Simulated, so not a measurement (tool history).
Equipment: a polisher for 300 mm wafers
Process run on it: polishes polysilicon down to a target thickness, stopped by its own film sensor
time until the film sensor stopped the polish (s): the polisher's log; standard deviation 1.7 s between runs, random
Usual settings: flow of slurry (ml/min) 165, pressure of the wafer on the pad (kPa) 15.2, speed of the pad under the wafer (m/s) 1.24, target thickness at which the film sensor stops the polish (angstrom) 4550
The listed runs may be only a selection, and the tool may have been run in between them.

run,hour,flow of slurry (ml/min),pressure of the wafer on the pad (kPa),speed of the pad under the wafer (m/s),target thickness at which the film sensor stops the polish (angstrom),wafers since the last listed run,wafers polished on this pad,hours since the slurry nozzle was cleaned,hours since the head pressure was calibrated,"incoming thickness of the incoming film, nm",time until the film sensor stopped the polish (s)
1,0.0,165,15.2,1.24,4550,0,5628,265.2,1185.6,1228.7,144.7
2,27.5,165,15.2,1.24,4550,243,5872,292.7,1213.1,1211.2,138.5
# hour 32.7: worn pad replaced by a new one
3,95.8,165,15.2,1.24,4550,569,558,361.0,1281.4,1224.1,126.9
4,129.8,165,15.2,1.24,4550,301,859,395.0,1315.4,1207.1,126.3
5,165.1,165,15.2,1.24,4550,312,1172,430.3,1350.7,1226.1,132.0
# hour 185.6: head pressure recalibrated
6,221.1,140,15.2,1.52,4550,478,1651,486.3,35.5,1216.4,116.7
7,286.6,145,11.0,1.24,4550,580,2231,551.8,101.0,1206.6,206.2
# hour 314.8: slurry nozzle cleaned
8,324.5,165,15.2,1.24,4550,326,2558,9.7,138.9,1217.0,123.8
9,519.0,165,15.2,1.24,4550,1723,4281,204.2,333.4,1212.9,134.8
10,586.1,145,15.2,1.24,4550,594,4875,271.3,400.5,1227.4,139.6
11,620.1,145,15.2,1.24,4550,301,5176,305.3,434.5,1207.1,140.4
12,668.3,165,15.2,1.24,4550,426,5603,353.5,482.7,1218.4,136.3
# hour 721.9: worn pad replaced by a new one
13,739.8,190,10.3,1.40,2280,597,158,425.0,554.2,1205.4,203.6
14,945.1,165,15.2,1.24,4550,1818,1977,630.3,759.5,1203.3,146.6
# hour 948.6: slurry nozzle cleaned
15,986.0,130,15.2,1.02,4550,353,2330,37.4,800.4,1226.8,172.0
16,1054.7,165,15.2,1.24,7130,608,2939,106.1,869.1,1191.8,82.7
17,1118.1,165,15.2,1.24,4550,561,3500,169.5,932.5,1207.0,139.3
18,1162.9,120,17.2,1.24,4550,396,3897,214.3,977.3,1200.8,131.3
19,1231.1,165,15.2,1.24,4550,604,4502,282.5,1045.5,1209.3,141.2
20,1277.8,165,11.0,0.96,4550,413,4915,329.2,1092.2,1228.0,251.6
# hour 1373.8: worn pad replaced by a new one
21,1416.5,165,15.2,1.52,4550,1193,378,467.9,1230.9,1215.9,104.8
22,1470.0,165,9.7,1.24,4550,473,852,521.4,1284.4,1203.6,207.3
23,1516.8,185,13.1,1.54,5910,414,1266,568.2,1331.2,1194.3,99.9
24,1584.2,215,15.2,1.42,4550,597,1863,635.6,1398.6,1212.8,118.3
# hour 1588.5: slurry nozzle cleaned
# hour 1603.0: head pressure recalibrated
25,1608.2,165,19.3,1.42,6400,186,2049,19.7,5.2,1207.9,66.5
26,1645.3,165,15.2,1.66,4550,328,2378,56.8,42.3,1191.4,93.3
27,1670.1,205,10.3,1.24,4550,219,2598,81.6,67.1,1223.6,189.8
28,1727.4,165,15.2,0.84,4550,507,3105,138.9,124.4,1207.1,196.7
29,1778.6,165,12.4,1.36,2010,453,3559,190.1,175.6,1195.1,197.8
30,1837.8,165,15.2,1.24,4550,524,4083,249.3,234.8,1214.9,136.5
31,1892.7,165,15.2,1.64,3800,486,4570,304.2,289.7,1204.6,114.6
# hour 1979.0: worn pad replaced by a new one
32,2094.9,165,18.6,1.24,4550,1755,1027,506.4,491.9,1217.3,113.5
33,2123.9,110,10.3,1.02,2290,256,1284,535.4,520.9,1214.9,367.3
34,2182.4,205,15.2,1.24,4550,518,1802,593.9,579.4,1216.4,137.6
# hour 2190.0: slurry nozzle cleaned
35,2218.1,165,15.2,1.24,4550,307,2109,28.1,615.1,1189.1,122.7
36,2258.4,165,15.2,1.06,6480,357,2466,68.4,655.4,1187.5,105.0

4 ways to go on from here, each from the tool as it stands after run 36. What would each give?
A,2258.9,125,15.2,1.24,4550,4,2471,68.9,655.9,1203.0,?
B,2258.9,165,15.2,1.44,4550,4,2471,68.9,655.9,1203.0,?
C,2258.9,140,19.3,1.24,5230,4,2471,68.9,655.9,1203.0,?
D,2258.9,165,18.6,1.24,5240,4,2471,68.9,655.9,1203.0,?

run,time until the film sensor stopped the polish (s)
A,132.8
B,107.7
C,92.4
D,92.5
Without the tool's unlogged condition, the same runs would have read:
run,time until the film sensor stopped the polish (s)
A,117.8
B,95.8
C,82.0
D,82.3
